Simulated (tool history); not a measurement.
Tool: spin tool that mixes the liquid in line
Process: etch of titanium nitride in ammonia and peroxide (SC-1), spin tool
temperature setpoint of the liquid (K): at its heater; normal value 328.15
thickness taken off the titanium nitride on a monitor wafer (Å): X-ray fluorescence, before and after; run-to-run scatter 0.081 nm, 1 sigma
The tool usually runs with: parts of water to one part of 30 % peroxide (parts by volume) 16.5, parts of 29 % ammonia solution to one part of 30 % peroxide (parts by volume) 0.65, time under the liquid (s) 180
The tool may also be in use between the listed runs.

run    hour  temperature setpoint of the liquid (K)  parts of water to one part of 30 % peroxide (parts by volume)  parts of 29 % ammonia solution to one part of 30 % peroxide (parts by volume)  time under the liquid (s)  read-back film thickness of the titanium nitride reference wafer, read on the same gauge (nm)  thickness taken off the titanium nitride on a monitor wafer (Å)
  1       0                                  328.15                                                             12                                                                           0.45                        180                                                                                          39.97                                                            123.1
  2    68.6                                  328.15                                                             20                                                                           0.65                        180                                                                                          39.97                                                              101
  3   154.3                                  331.65                                                           16.5                                                                           0.65                        180                                                                                          40.06                                                              137
      386.6  -- ammonia flow meter replaced
  4   393.7                                  328.15                                                           16.5                                                                           0.65                        135                                                                                             40                                                             83.5
        530  -- new drum of ammonia solution connected
      547.2  -- heated supply line repaired
  5   578.8                                  336.65                                                             12                                                                           0.65                        225                                                                                          40.06                                                              297
  6   668.8                                  328.15                                                           16.5                                                                           0.65                        180                                                                                          40.01                                                            113.3
      709.2  -- gauge calibrated
      739.8  -- thermometer replaced
  7   744.6                                  328.15                                                             14                                                                           0.35                        105                                                                                          40.02                                                             63.9
  8   848.2                                  332.65                                                           16.5                                                                            0.5                        275                                                                                          39.99                                                              218
  9   938.8                                  328.15                                                           16.5                                                                           0.65                        180                                                                                          40.03                                                            111.5
 10   995.9                                  328.15                                                           16.5                                                                           0.65                        180                                                                                          40.04                                                            109.5
 11  1040.1                                  336.65                                                             19                                                                            0.5                        210                                                                                          39.95                                                            198.9
 12  1159.2                                  328.15                                                           16.5                                                                           0.45                        180                                                                                          40.02                                                              102
 13  1210.6                                  328.15                                                           21.5                                                                           0.65                         80                                                                                          39.99                                                               42
       1230  -- new drum of ammonia solution connected
 14  1261.2                                  334.15                                                           23.5                                                                           0.75                        250                                                                                          40.07                                                            195.8
 15  1332.3                                  328.15                                                           14.5                                                                           0.65                        180                                                                                          39.95                                                            119.6
 16  1374.9                                  328.15                                                           16.5                                                                           0.85                        180                                                                                          40.02                                                            115.5
 17  1463.4                                  337.15                                                           10.5                                                                            0.4                        230                                                                                          40.03                                                            294.5
     1486.7  -- ammonia flow meter replaced
 18  1511.3                                  321.65                                                             14                                                                           0.75                        255                                                                                          40.04                                                            114.1
 19    1556                                  328.15                                                           16.5                                                                           0.65                        180                                                                                             40                                                              112
 20  1644.3                                  328.15                                                           16.5                                                                           0.75                        250                                                                                          40.02                                                              158
     1723.6  -- thermometer replaced
 21  1750.7                                  328.15                                                           16.5                                                                           0.65                        180                                                                                          39.99                                                            110.1
 22  1790.8                                  328.15                                                           19.5                                                                           0.65                        180                                                                                          39.95                                                            100.9
 23  1886.8                                  328.15                                                           16.5                                                                           0.35                        180                                                                                             40                                                             98.9

Branching from run 23: 5 alternative next runs. What would each branch give?
  A  1887.3                                  331.15                                                           16.5                                                                           0.65                        180                                                                                              ?                                                                ?
  B  1887.3                                  328.15                                                           11.5                                                                           0.65                         75                                                                                              ?                                                                ?
  C  1887.3                                  322.65                                                             23                                                                           0.55                        280                                                                                              ?                                                                ?
  D  1887.3                                  333.15                                                           23.5                                                                           0.95                        110                                                                                              ?                                                                ?
  E  1887.3                                  332.65                                                           16.5                                                                           0.65                        100                                                                                              ?                                                                ?

run  read-back film thickness of the titanium nitride reference wafer, read on the same gauge (nm)  thickness taken off the titanium nitride on a monitor wafer (Å)
  A                                                                                          40.01                                                            134.8
  B                                                                                          40.01                                                             55.8
  C                                                                                          40.01                                                             94.7
  D                                                                                          40.01                                                             82.8
  E                                                                                          40.01                                                             82.7
Without the tool's unlogged condition, the same runs would have read:
run  thickness taken off the titanium nitride on a monitor wafer (Å)
  A                                                            139.3
  B                                                             57.6
  C                                                               98
  D                                                             85.5
  E                                                             85.4

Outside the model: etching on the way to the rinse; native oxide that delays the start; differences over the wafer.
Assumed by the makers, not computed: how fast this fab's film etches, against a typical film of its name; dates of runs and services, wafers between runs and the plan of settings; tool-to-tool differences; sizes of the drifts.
